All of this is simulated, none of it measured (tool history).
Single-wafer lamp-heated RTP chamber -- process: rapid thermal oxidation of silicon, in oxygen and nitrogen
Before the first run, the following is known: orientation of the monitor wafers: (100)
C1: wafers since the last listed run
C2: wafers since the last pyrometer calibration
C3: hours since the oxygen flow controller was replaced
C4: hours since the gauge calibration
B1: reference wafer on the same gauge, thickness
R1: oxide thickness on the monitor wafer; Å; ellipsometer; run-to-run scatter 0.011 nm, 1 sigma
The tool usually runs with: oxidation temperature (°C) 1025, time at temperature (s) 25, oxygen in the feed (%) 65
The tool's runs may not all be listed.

Run 1, hour 0.0: usual settings but oxygen in the feed (%) 89; C1 0; C2 1735; C3 5305.0; C4 1019.8; B1 3.370. Result: R1 44.82 Å.
Run 2, hour 49.4: usual settings but oxygen in the feed (%) 89; C1 266; C2 2001; C3 5354.4; C4 1069.2; B1 3.366. Result: R1 44.79 Å.
Run 3, hour 89.0: usual settings but oxygen in the feed (%) 89; C1 213; C2 2215; C3 5394.0; C4 1108.8; B1 3.368. Result: R1 45.09 Å.
Run 4, hour 170.5: usual settings; C1 439; C2 2655; C3 5475.5; C4 1190.3; B1 3.371. Result: R1 40.63 Å.
At hour 203.0: pyrometer window cleaned and pyrometer calibrated.
Run 5, hour 209.9: usual settings; C1 169; C2 37; C3 5514.9; C4 1229.7; B1 3.373. Result: R1 40.06 Å.
Run 6, hour 462.4: usual settings; C1 1363; C2 1400; C3 5767.4; C4 1482.2; B1 3.368. Result: R1 40.25 Å.
Run 7, hour 654.6: usual settings; C1 1037; C2 2437; C3 5959.6; C4 1674.4; B1 3.373. Result: R1 40.72 Å.
Run 8, hour 728.2: usual settings; C1 397; C2 2835; C3 6033.2; C4 1748.0; B1 3.372. Result: R1 40.77 Å.
Run 9, hour 772.0: usual settings but time at temperature (s) 32; C1 236; C2 3071; C3 6077.0; C4 1791.8; B1 3.372. Result: R1 45.01 Å.
At hour 826.7: pyrometer window cleaned and pyrometer calibrated.
Run 10, hour 827.2: usual settings but time at temperature (s) 32; C1 254; C2 2; C3 6132.2; C4 1847.0; B1 3.371. Result: R1 46.09 Å.
Run 11, hour 912.6: usual settings but time at temperature (s) 32; C1 461; C2 463; C3 6217.6; C4 1932.4; B1 3.371. Result: R1 46.46 Å.
At hour 948.2: oxygen flow controller replaced.
At hour 998.7: gauge calibrated.
Run 12, hour 1020.1: usual settings but oxygen in the feed (%) 55; C1 537; C2 1000; C3 71.9; C4 21.4; B1 3.370. Result: R1 39.95 Å.

The next listed run, before its measurement:
Run 13, hour 1058.8: usual settings but oxidation temperature (°C) 1017, oxygen in the feed (%) 53; C1 208; C2 1209; C3 110.6; C4 60.1; B1 ?. Result: R1 ?.

{"run 13": {"B1": 3.366, "R1": 37.4}}
Minus the tool's unlogged condition, the same run would have read R1 35.46 Å.
